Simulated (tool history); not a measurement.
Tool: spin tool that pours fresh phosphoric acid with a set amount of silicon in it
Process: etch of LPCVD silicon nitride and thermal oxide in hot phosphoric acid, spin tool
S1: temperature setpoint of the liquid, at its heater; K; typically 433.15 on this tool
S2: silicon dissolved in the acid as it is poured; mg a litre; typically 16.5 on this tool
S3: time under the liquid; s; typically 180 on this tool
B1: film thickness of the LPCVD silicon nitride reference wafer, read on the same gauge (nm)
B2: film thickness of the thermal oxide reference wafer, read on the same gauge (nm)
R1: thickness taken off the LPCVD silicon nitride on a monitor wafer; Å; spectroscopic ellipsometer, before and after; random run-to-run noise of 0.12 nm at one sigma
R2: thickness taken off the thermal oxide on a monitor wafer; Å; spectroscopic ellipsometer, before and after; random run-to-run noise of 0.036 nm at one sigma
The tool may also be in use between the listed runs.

| run | hour | S1 | S2 | S3 | B1 | B2 | R1 | R2 |
|---|---|---|---|---|---|---|---|---|
| 1 | 0.0 | 433.15 | 16.5 | 230 | 80.01 | 109.992 | 175.1 | 3.75 |
| 2 | 46.6 | 433.15 | 16.5 | 180 | 79.99 | 110.025 | 138.2 | 3.98 |
| 3 | 111.8 | 433.15 | 16.5 | 180 | 80.02 | 110.040 | 138.9 | 3.90 |
| 4 | 161.8 | 433.15 | 25.0 | 180 | 79.99 | 109.958 | 137.7 | 2.97 |
|  | 162.1 | gauge calibrated |
|  | 188.2 | heated supply line repaired |
| 5 | 232.5 | 433.15 | 5.5 | 180 | 80.01 | 110.033 | 137.9 | 3.27 |
| 6 | 291.7 | 430.65 | 10.0 | 90 | 80.00 | 110.046 | 62.2 | 1.70 |
| 7 | 326.0 | 433.15 | 16.5 | 120 | 80.01 | 110.023 | 91.7 | 2.30 |
| 8 | 364.3 | 431.15 | 20.5 | 75 | 79.98 | 110.000 | 53.2 | 0.95 |
|  | 380.1 | dissolved silicon flow meter replaced |
| 9 | 392.3 | 435.65 | 16.5 | 180 | 79.98 | 109.979 | 149.3 | 4.07 |
| 10 | 426.4 | 434.65 | 16.5 | 140 | 79.99 | 109.977 | 113.0 | 2.84 |
| 11 | 480.3 | 433.15 | 7.0 | 180 | 79.99 | 110.007 | 135.3 | 3.83 |
| 12 | 508.5 | 433.15 | 16.5 | 180 | 79.98 | 110.013 | 137.2 | 3.02 |
| 13 | 568.3 | 434.15 | 8.0 | 125 | 80.02 | 110.028 | 98.1 | 2.99 |
| 14 | 628.2 | 433.15 | 16.5 | 180 | 80.02 | 110.011 | 136.4 | 3.75 |
| 15 | 672.8 | 433.15 | 16.5 | 180 | 79.97 | 110.003 | 134.3 | 2.66 |
| 16 | 699.5 | 433.15 | 16.5 | 180 | 80.01 | 109.969 | 137.0 | 3.70 |
| 17 | 731.3 | 433.15 | 16.5 | 180 | 79.99 | 110.020 | 136.4 | 2.57 |
| 18 | 797.4 | 434.65 | 11.5 | 215 | 80.01 | 109.972 | 170.1 | 4.34 |
| 19 | 827.7 | 436.15 | 21.0 | 90 | 79.99 | 109.980 | 74.7 | 1.38 |
| 20 | 894.8 | 431.15 | 20.0 | 220 | 79.99 | 109.999 | 154.7 | 2.77 |
| 21 | 932.3 | 433.15 | 16.5 | 115 | 80.00 | 109.996 | 86.2 | 1.65 |
|  | 1013.6 | dissolved silicon flow meter replaced |
| 22 | 1129.0 | 433.15 | 4.5 | 180 | 79.99 | 109.993 | 134.3 | 4.42 |

For each run, the measured value with the value that run would have given without the tool's hidden condition subtracted. The run-to-run variation is shared by both, the gauge scatter possibly not:
Hidden state at play: liquid colder than its thermometer reads (K); dissolved silicon flow below the setpoint (%); temperature lost on the way to the wafer (K); gauge reads high (%).
| run | R1 | R2 |
|---|---|---|
| 1 | -2.4 | -0.11 |
| 2 | -2.0 | -0.13 |
| 3 | -2.2 | -0.14 |
| 4 | -2.5 | -0.12 |
| 5 | -2.7 | -0.14 |
| 6 | -1.3 | -0.08 |
| 7 | -2.0 | -0.11 |
| 8 | -1.2 | -0.05 |
| 9 | -3.5 | -0.21 |
| 10 | -2.8 | -0.16 |
| 11 | -3.6 | -0.23 |
| 12 | -3.8 | -0.19 |
| 13 | -2.9 | -0.20 |
| 14 | -4.3 | -0.26 |
| 15 | -4.3 | -0.20 |
| 16 | -4.6 | -0.28 |
| 17 | -4.6 | -0.20 |
| 18 | -6.0 | -0.35 |
| 19 | -2.7 | -0.12 |
| 20 | -6.0 | -0.24 |
| 21 | -3.4 | -0.15 |
| 22 | -6.1 | -0.45 |

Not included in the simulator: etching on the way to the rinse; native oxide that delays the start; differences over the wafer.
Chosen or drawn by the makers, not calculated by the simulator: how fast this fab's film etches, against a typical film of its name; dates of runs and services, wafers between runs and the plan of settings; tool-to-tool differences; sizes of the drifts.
